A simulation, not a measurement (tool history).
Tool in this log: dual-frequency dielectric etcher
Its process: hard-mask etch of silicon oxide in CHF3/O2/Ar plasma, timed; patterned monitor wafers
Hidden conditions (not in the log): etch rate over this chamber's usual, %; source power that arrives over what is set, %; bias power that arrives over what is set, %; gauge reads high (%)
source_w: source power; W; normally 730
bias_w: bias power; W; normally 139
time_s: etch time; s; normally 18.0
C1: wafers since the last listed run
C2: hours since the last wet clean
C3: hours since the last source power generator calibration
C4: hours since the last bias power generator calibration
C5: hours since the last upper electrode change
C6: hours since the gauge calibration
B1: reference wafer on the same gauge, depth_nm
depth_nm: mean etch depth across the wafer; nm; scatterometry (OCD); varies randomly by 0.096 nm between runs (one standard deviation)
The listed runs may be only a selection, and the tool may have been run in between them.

Run 1, hour 0.0: usual settings but time_s 20.5 s; C1 0; C2 214.8; C3 1483.9; C4 3693.4; C5 3189.4; C6 173.1; B1 29.04. Result: depth_nm 37.47 nm.
Run 2, hour 17.7: usual settings but time_s 20.5 s; C1 346; C2 232.5; C3 1501.6; C4 3711.1; C5 3207.1; C6 190.8; B1 29.03. Result: depth_nm 37.34 nm.
Run 3, hour 46.6: usual settings but time_s 20.5 s; C1 564; C2 261.4; C3 1530.5; C4 3740.0; C5 3236.0; C6 219.7; B1 28.98. Result: depth_nm 37.54 nm.
Run 4, hour 78.4: usual settings; C1 621; C2 293.2; C3 1562.3; C4 3771.8; C5 3267.8; C6 251.5; B1 28.98. Result: depth_nm 32.89 nm.
Run 5, hour 97.0: usual settings; C1 363; C2 311.8; C3 1580.9; C4 3790.4; C5 3286.4; C6 270.1; B1 28.99. Result: depth_nm 32.95 nm.
Run 6, hour 117.5: usual settings but time_s 15.0 s; C1 400; C2 332.3; C3 1601.4; C4 3810.9; C5 3306.9; C6 290.6; B1 29.03. Result: depth_nm 27.57 nm.
Run 7, hour 148.9: usual settings but time_s 15.0 s; C1 613; C2 363.7; C3 1632.8; C4 3842.3; C5 3338.3; C6 322.0; B1 29.00. Result: depth_nm 27.52 nm.
Run 8, hour 181.5: usual settings but time_s 15.0 s; C1 637; C2 396.3; C3 1665.4; C4 3874.9; C5 3370.9; C6 354.6; B1 29.02. Result: depth_nm 27.47 nm.
Run 9, hour 212.0: usual settings but source_w 810 W; C1 596; C2 426.8; C3 1695.9; C4 3905.4; C5 3401.4; C6 385.1; B1 29.03. Result: depth_nm 34.78 nm.
Run 10, hour 237.4: usual settings but source_w 810 W; C1 496; C2 452.2; C3 1721.3; C4 3930.8; C5 3426.8; C6 410.5; B1 29.00. Result: depth_nm 34.67 nm.
At hour 248.2: gauge calibrated.
Run 11, hour 265.0: usual settings but source_w 650 W; C1 539; C2 479.8; C3 1748.9; C4 3958.4; C5 3454.4; C6 16.8; B1 29.00. Result: depth_nm 31.60 nm.
Run 12, hour 278.7: usual settings but source_w 650 W; C1 267; C2 493.5; C3 1762.6; C4 3972.1; C5 3468.1; C6 30.5; B1 29.00. Result: depth_nm 31.47 nm.
At hour 287.2: bias power generator calibrated.
Run 13, hour 297.4: usual settings but bias_w 104 W, time_s 14.5 s; C1 287; C2 512.2; C3 1781.3; C4 10.2; C5 3486.8; C6 49.2; B1 29.00. Result: depth_nm 25.11 nm.
Run 14, hour 312.6: usual settings but bias_w 156 W, time_s 14.5 s; C1 297; C2 527.4; C3 1796.5; C4 25.4; C5 3502.0; C6 64.4; B1 29.00. Result: depth_nm 27.52 nm.
At hour 362.3: source power generator calibrated.
Run 15, hour 393.2: usual settings but bias_w 168 W; C1 1497; C2 608.0; C3 30.9; C4 106.0; C5 3582.6; C6 145.0; B1 29.02. Result: depth_nm 34.97 nm.
At hour 426.8: wet clean of the chamber.
At hour 448.4: upper electrode replaced.
Run 16, hour 448.9: usual settings but source_w 660 W, bias_w 169 W; C1 196; C2 22.1; C3 86.6; C4 161.7; C5 0.5; C6 200.7; B1 28.99. Result: depth_nm 32.84 nm.
Run 17, hour 449.2: usual settings but source_w 660 W, bias_w 171 W, time_s 16.5 s; C1 5; C2 22.4; C3 86.9; C4 162.0; C5 0.8; C6 201.0; B1 29.01. Result: depth_nm 30.09 nm.
Run 18, hour 452.3: usual settings but source_w 670 W, bias_w 163 W, time_s 16.0 s; C1 60; C2 25.5; C3 90.0; C4 165.1; C5 3.9; C6 204.1; B1 28.97. Result: depth_nm 28.97 nm.
Run 19, hour 471.8: usual settings but source_w 590 W, time_s 23.5 s; C1 381; C2 45.0; C3 109.5; C4 184.6; C5 23.4; C6 223.6; B1 29.02. Result: depth_nm 38.65 nm.
Run 20, hour 511.8: usual settings; C1 781; C2 85.0; C3 149.5; C4 224.6; C5 63.4; C6 263.6; B1 29.00. Result: depth_nm 32.52 nm.
Run 21, hour 545.8: usual settings; C1 664; C2 119.0; C3 183.5; C4 258.6; C5 97.4; C6 297.6; B1 28.98. Result: depth_nm 32.62 nm.
Run 22, hour 561.1: usual settings but source_w 570 W, bias_w 104 W, time_s 15.5 s; C1 299; C2 134.3; C3 198.8; C4 273.9; C5 112.7; C6 312.9; B1 29.05. Result: depth_nm 23.66 nm.
Run 23, hour 583.7: usual settings but bias_w 121 W, time_s 15.5 s; C1 441; C2 156.9; C3 221.4; C4 296.5; C5 135.3; C6 335.5; B1 29.02. Result: depth_nm 27.36 nm.
Run 24, hour 601.9: usual settings; C1 355; C2 175.1; C3 239.6; C4 314.7; C5 153.5; C6 353.7; B1 29.02. Result: depth_nm 32.64 nm.

What the log doesn't show, run by run:
source power that arrives over what is set, %: 0, the same for each run
bias power that arrives over what is set, %: 0, the same for each run
gauge reads high (%): 0, the same for each run
H1: etch rate over this chamber's usual, %
run       H1
  1    0.948
  2     1.03
  3     1.17
  4     1.32
  5     1.41
  6      1.5
  7     1.65
  8     1.81
  9     1.95
 10     2.07
 11      2.2
 12     2.27
 13     2.36
 14     2.43
 15     2.81
 16  -0.0123
 17  -0.0108
 18  0.00382
 19   0.0961
 20    0.285
 21    0.446
 22    0.519
 23    0.626
 24    0.712
